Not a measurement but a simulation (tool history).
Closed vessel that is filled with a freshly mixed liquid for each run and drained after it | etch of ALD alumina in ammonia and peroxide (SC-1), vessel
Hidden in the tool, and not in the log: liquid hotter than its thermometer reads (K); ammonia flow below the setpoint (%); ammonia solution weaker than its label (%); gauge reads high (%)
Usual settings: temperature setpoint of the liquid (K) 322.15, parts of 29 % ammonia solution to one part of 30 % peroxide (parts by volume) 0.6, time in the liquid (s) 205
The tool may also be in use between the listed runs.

| run | hour | temperature setpoint of the liquid (K) | parts of 29 % ammonia solution to one part of 30 % peroxide (parts by volume) | time in the liquid (s) | wafers since the last listed run | hours since the thermometer was replaced | hours since the ammonia flow meter was replaced | hours since the drum of ammonia solution was connected | hours since the gauge calibration | read-back film thickness of the ALD alumina reference wafer, read on the same gauge (nm) | thickness taken off the ALD alumina on a monitor wafer (angstrom) |
|---|---|---|---|---|---|---|---|---|---|---|---|
| 1 | 0 | 322.15 | 0.6 | 205 | 0 | 2394.9 | 484.9 | 114.2 | 22.7 | 69.97 | 79.5 |
| 2 | 59.4 | 322.15 | 0.6 | 205 | 6744 | 2454.3 | 544.3 | 173.6 | 82.1 | 70.01 | 79.5 |
| 3 | 183.9 | 322.15 | 0.6 | 205 | 14136 | 2578.8 | 668.8 | 298.1 | 206.6 | 70.03 | 79.4 |
| 4 | 227 | 322.15 | 0.6 | 205 | 4893 | 2621.9 | 711.9 | 341.2 | 249.7 | 69.99 | 79.6 |
| 5 | 283.5 | 322.15 | 0.6 | 205 | 6415 | 2678.4 | 768.4 | 397.7 | 306.2 | 70.01 | 79.7 |
|  | 311.8 | ammonia flow meter replaced |
| 6 | 312.3 | 322.15 | 0.6 | 205 | 3156 | 2707.2 | 0.5 | 426.5 | 335 | 70.01 | 81 |
| 7 | 360.8 | 322.15 | 0.6 | 205 | 5506 | 2755.7 | 49 | 475 | 383.5 | 69.99 | 81.2 |
|  | 365 | gauge calibrated |
|  | 366.5 | thermometer replaced |
| 8 | 410.8 | 322.15 | 0.6 | 205 | 5563 | 44.3 | 99 | 525 | 45.8 | 70.01 | 73.2 |
| 9 | 477.1 | 318.65 | 0.85 | 145 | 7528 | 110.6 | 165.3 | 591.3 | 112.1 | 69.99 | 44 |
|  | 520.7 | new drum of ammonia solution connected |
| 10 | 542 | 328.15 | 0.8 | 310 | 7255 | 175.5 | 230.2 | 21.3 | 177 | 70.01 | 159.4 |
| 11 | 588.3 | 322.15 | 0.8 | 100 | 5257 | 221.8 | 276.5 | 67.6 | 223.3 | 69.99 | 36.8 |
| 12 | 628.4 | 322.15 | 0.6 | 205 | 4553 | 261.9 | 316.6 | 107.7 | 263.4 | 70.01 | 74 |
| 13 | 664.5 | 312.15 | 0.35 | 205 | 4099 | 298 | 352.7 | 143.8 | 299.5 | 70 | 39.5 |
| 14 | 697.6 | 322.15 | 0.6 | 205 | 3758 | 331.1 | 385.8 | 176.9 | 332.6 | 70.01 | 73.4 |
| 15 | 766.9 | 322.15 | 0.4 | 205 | 7868 | 400.4 | 455.1 | 246.2 | 401.9 | 69.99 | 71.2 |
|  | 771.5 | gauge calibrated |
| 16 | 816.4 | 326.65 | 0.6 | 205 | 5620 | 449.9 | 504.6 | 295.7 | 44.9 | 70.02 | 94.5 |
| 17 | 852.5 | 312.65 | 0.4 | 310 | 4099 | 486 | 540.7 | 331.8 | 81 | 70.01 | 62.7 |

Measured less the same run without the tool's hidden state. The same run-to-run variation is in both; the gauge's scatter may not be:
| run | thickness taken off the ALD alumina on a monitor wafer (angstrom) |
|---|---|
| 1 | +7.9 |
| 2 | +8 |
| 3 | +8.4 |
| 4 | +8.4 |
| 5 | +8.7 |
| 6 | +8.9 |
| 7 | +9 |
| 8 | +1.2 |
| 9 | +0.8 |
| 10 | +3.3 |
| 11 | +0.9 |
| 12 | +1.8 |
| 13 | +1.1 |
| 14 | +2 |
| 15 | +2.2 |
| 16 | +2.9 |
| 17 | +2.2 |
